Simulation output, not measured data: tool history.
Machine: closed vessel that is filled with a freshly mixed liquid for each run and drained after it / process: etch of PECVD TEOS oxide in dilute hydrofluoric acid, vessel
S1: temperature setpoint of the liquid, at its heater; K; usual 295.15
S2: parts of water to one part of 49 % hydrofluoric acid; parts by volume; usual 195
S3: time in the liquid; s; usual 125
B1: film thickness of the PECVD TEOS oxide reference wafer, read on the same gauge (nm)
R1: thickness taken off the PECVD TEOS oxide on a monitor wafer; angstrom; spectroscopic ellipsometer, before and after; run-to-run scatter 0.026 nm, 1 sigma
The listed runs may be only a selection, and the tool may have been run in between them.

Run 1, hour 0.0: usual settings; B1 90.04. Result: R1 74.3 angstrom.
Run 2, hour 86.2: usual settings; B1 89.95. Result: R1 74.6 angstrom.
Run 3, hour 152.5: usual settings; B1 89.95. Result: R1 74.6 angstrom.
Run 4, hour 212.4: usual settings but S2 175 parts by volume, S3 150 s; B1 90.01. Result: R1 102.2 angstrom.
Run 5, hour 287.7: usual settings but S2 175 parts by volume, S3 150 s; B1 90.05. Result: R1 101.7 angstrom.
Run 6, hour 327.2: usual settings but S3 165 s; B1 89.99. Result: R1 98.5 angstrom.
Run 7, hour 390.9: usual settings but S1 291.65 K; B1 90.03. Result: R1 64.7 angstrom.
Run 8, hour 483.6: usual settings; B1 90.00. Result: R1 74.2 angstrom.
Run 9, hour 528.4: usual settings but S3 145 s; B1 89.98. Result: R1 86.1 angstrom.
Run 10, hour 627.5: usual settings but S3 95 s; B1 90.02. Result: R1 56.3 angstrom.
Run 11, hour 679.7: usual settings but S3 95 s; B1 90.03. Result: R1 56.2 angstrom.
Run 12, hour 723.2: usual settings but S1 291.15 K, S2 170 parts by volume, S3 100 s; B1 90.00. Result: R1 59.3 angstrom.
At hour 792.8: gauge calibrated.
Run 13, hour 850.1: usual settings but S3 55 s; B1 89.98. Result: R1 32.4 angstrom.
Run 14, hour 944.1: usual settings but S1 296.65 K, S2 125 parts by volume, S3 145 s; B1 90.02. Result: R1 151.2 angstrom.
Run 15, hour 1028.8: usual settings but S1 298.15 K; B1 89.98. Result: R1 82.5 angstrom.
Run 16, hour 1134.3: usual settings but S1 298.65 K, S3 155 s; B1 90.02. Result: R1 104.5 angstrom.
Run 17, hour 1209.0: usual settings but S1 297.15 K; B1 89.99. Result: R1 79.4 angstrom.
At hour 1218.6: thermometer replaced.
Run 18, hour 1246.7: usual settings but S1 293.65 K, S2 145 parts by volume; B1 89.98. Result: R1 94.7 angstrom.
At hour 1320.4: hydrofluoric acid flow meter replaced.
Run 19, hour 1353.0: usual settings; B1 89.99. Result: R1 70.8 angstrom.
Run 20, hour 1451.7: usual settings but S1 299.15 K; B1 90.04. Result: R1 82.0 angstrom.
Run 21, hour 1543.5: usual settings but S2 225 parts by volume, S3 190 s; B1 89.98. Result: R1 89.8 angstrom.
At hour 1649.7: thermometer replaced, repeated, since the last time left the tool worse.
Run 22, hour 1650.2: usual settings but S1 299.15 K, S3 60 s; B1 90.00. Result: R1 42.4 angstrom.
Run 23, hour 1787.4: usual settings; B1 90.01. Result: R1 76.1 angstrom.

What if the next run were any one of these 4? Each begins from the tool's condition after run 23:
Run A, hour 1788.1: usual settings; B1 ?. Result: R1 ?.
Run B, hour 1788.1: usual settings but S1 300.15 K, S2 130 parts by volume, S3 70 s; B1 ?. Result: R1 ?.
Run C, hour 1788.1: usual settings but S1 293.65 K, S2 260 parts by volume, S3 165 s; B1 ?. Result: R1 ?.
Run D, hour 1788.1: usual settings but S1 298.65 K, S3 70 s; B1 ?. Result: R1 ?.

run     B1    R1
  A  90.01  76.0
  B  90.01  83.0
  C  90.01  66.7
  D  90.01  48.5
Take away the tool's hidden state, keep each run's random variation, and the runs would have read:
run    R1
  A  76.5
  B  83.5
  C  67.1
  D  48.8
